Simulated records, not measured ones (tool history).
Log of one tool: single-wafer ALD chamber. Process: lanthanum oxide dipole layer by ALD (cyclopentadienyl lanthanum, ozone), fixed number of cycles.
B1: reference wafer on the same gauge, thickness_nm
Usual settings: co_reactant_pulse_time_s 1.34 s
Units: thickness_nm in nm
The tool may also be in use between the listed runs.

run 1 hour=0 | co_reactant_pulse_time_s=1.34 | B1=0.571 | thickness_nm=0.512
run 2 hour=35.4 | co_reactant_pulse_time_s=1.34 | B1=0.571 | thickness_nm=0.512
run 3 hour=96.1 | co_reactant_pulse_time_s=1.34 | B1=0.572 | thickness_nm=0.511
run 4 hour=147.3 | co_reactant_pulse_time_s=1.34 | B1=0.572 | thickness_nm=0.512
run 5 hour=175.9 | co_reactant_pulse_time_s=1.34 | B1=0.573 | thickness_nm=0.515
run 6 hour=221.4 | co_reactant_pulse_time_s=1.34 | B1=0.573 | thickness_nm=0.514
run 7 hour=277.7 | co_reactant_pulse_time_s=1.34 | B1=0.574 | thickness_nm=0.514
run 8 hour=325.4 | co_reactant_pulse_time_s=0.92 | B1=0.574 | thickness_nm=0.48
-- hour=340.4 thermocouple changed; heater temperature recalibrated
run 9 hour=378.7 | co_reactant_pulse_time_s=0.92 | B1=0.574 | thickness_nm=0.478
-- hour=469.1 gauge calibrated
run 10 hour=469.6 | co_reactant_pulse_time_s=1.34 | B1=0.569 | thickness_nm=0.508
-- hour=492.1 ozone generator serviced
run 11 hour=634 | co_reactant_pulse_time_s=0.99 | B1=0.57 | thickness_nm=0.483
run 12 hour=683.3 | co_reactant_pulse_time_s=1.12 | B1=0.57 | thickness_nm=0.494
-- hour=692.7 showerhead replaced
run 13 hour=734.1 | co_reactant_pulse_time_s=1.14 | B1=0.571 | thickness_nm=0.498
run 14 hour=761.8 | co_reactant_pulse_time_s=1.81 | B1=0.571 | thickness_nm=0.531
run 15 hour=791.4 | co_reactant_pulse_time_s=1.73 | B1=0.571 | thickness_nm=0.53
run 16 hour=819.6 | co_reactant_pulse_time_s=1.62 | B1=0.571 | thickness_nm=0.525
run 17 hour=874 | co_reactant_pulse_time_s=1.34 | B1=0.572 | thickness_nm=0.513

Forecast run 18:
run 18 hour=902.5 | co_reactant_pulse_time_s=1.67 | B1=? | thickness_nm=?

{"run 18": {"B1": 0.572, "thickness_nm": 0.527}}
Without the tool's hidden state the same run would have given thickness_nm 0.525 nm.
